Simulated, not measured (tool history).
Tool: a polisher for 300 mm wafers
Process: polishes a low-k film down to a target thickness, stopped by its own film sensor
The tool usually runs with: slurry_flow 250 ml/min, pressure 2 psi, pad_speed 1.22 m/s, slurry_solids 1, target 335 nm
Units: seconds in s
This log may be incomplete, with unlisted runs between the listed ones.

run	hour	slurry_flow	pressure	pad_speed	slurry_solids	target	wafers since the last listed run	wafers polished on this pad	hours since the slurry nozzle was cleaned	hours since the head pressure was calibrated	hours since the slurry blender was calibrated	hours since the conditioning disc was replaced	incoming thickness of the incoming film, nm	seconds
1	0	250	2	1.22	1	335	0	3	359.4	1063.2	202.8	478.3	384.3	109.8
# hour 11.8: conditioning disc replaced and pad reconditioned
2	32.1	250	2	1.22	1	335	201	204	391.5	1095.3	234.9	20.3	381.8	105.5
3	48.2	250	2	1.22	1	335	107	312	407.6	1111.4	251	36.4	391.5	127.8
4	76.6	250	2	1.22	1	335	190	502	436	1139.8	279.4	64.8	391.6	124.3
5	104.2	250	2	1.22	1	335	184	687	463.6	1167.4	307	92.4	387	115.3
6	129.7	305	2.3	1.22	1	335	170	858	489.1	1192.9	332.5	117.9	395.8	119.6
# hour 153.9: slurry blender recalibrated
# hour 154.5: head pressure recalibrated
# hour 158.4: worn pad replaced by a new one
7	164.5	305	2.3	1.22	1	335	189	40	523.9	10	10.6	152.7	391.3	123.2
8	197.9	305	2.3	1.22	1	335	223	264	557.3	43.4	44	186.1	384.5	105.7
9	215.6	250	2	1.22	1	335	118	382	575	61.1	61.7	203.8	393.7	144.4
10	246.9	250	2	1.22	1	335	209	592	606.3	92.4	93	235.1	384.7	120.2
11	279.7	250	2	1.22	1	335	219	812	639.1	125.2	125.8	267.9	384	119.7
12	314.9	250	2	1.22	1	335	235	1048	674.3	160.4	161	303.1	394.1	142
# hour 331.2: worn pad replaced by a new one
13	366.2	250	2.6	1.48	1	341	316	234	725.6	211.7	212.3	354.4	389.5	83.7
14	385	250	2	1.22	1.3	335	125	360	744.4	230.5	231.1	373.2	393.7	132.8
15	409	280	1.5	0.94	1	354	160	521	768.4	254.5	255.1	397.2	389.4	120.8
# hour 412.5: slurry nozzle cleaned
16	443.9	325	2	1.22	1	343	227	748	31.4	289.4	290	432.1	387.4	101.4
17	477.4	250	2	1.22	1	335	224	972	64.9	322.9	323.5	465.6	391.3	134.1
# hour 502.9: worn pad replaced by a new one
18	503.4	215	2	0.86	0.75	335	147	3	90.9	348.9	349.5	491.6	389.8	168.9
# hour 519.2: slurry blender recalibrated
19	525.1	250	2	1.22	1	346	131	135	112.6	370.6	5.9	513.3	388.1	98.2
# hour 536: conditioning disc replaced and pad reconditioned
20	559	325	2	1.38	1	347	213	349	146.5	404.5	39.8	23	382.3	74.9
21	587.4	195	2.5	1.08	1.1	335	190	539	174.9	432.9	68.2	51.4	392	119.3
22	603.5	250	1.8	1.62	0.85	329	107	647	191	449	84.3	67.5	388.9	137.3
23	634	250	1.7	1.22	1	335	204	851	221.5	479.5	114.8	98	395.8	162.1
24	654.5	165	2	1.08	1.15	342	137	988	242	500	135.3	118.5	389.8	123
# hour 663.3: worn pad replaced by a new one
25	676.1	335	1.4	1.04	1	319	117	85	263.6	521.6	156.9	140.1	385.1	216.2
26	704.7	250	2	1.22	1	335	191	277	292.2	550.2	185.5	168.7	389.9	128.7

Branching from run 26: 3 alternative next runs. What would each branch give?
A	705.2	250	2	1.22	1	335	3	280	292.7	550.7	186	169.2	391.5	?
B	705.2	250	2	1	1.15	335	3	280	292.7	550.7	186	169.2	391.5	?
C	705.2	250	2.5	1.22	1	349	3	280	292.7	550.7	186	169.2	391.5	?

run	seconds
A	130.4
B	140.7
C	80.9
Take away the tool's hidden state, keep each run's random variation, and the runs would have read:
run	seconds
A	139.8
B	150.9
C	86.7

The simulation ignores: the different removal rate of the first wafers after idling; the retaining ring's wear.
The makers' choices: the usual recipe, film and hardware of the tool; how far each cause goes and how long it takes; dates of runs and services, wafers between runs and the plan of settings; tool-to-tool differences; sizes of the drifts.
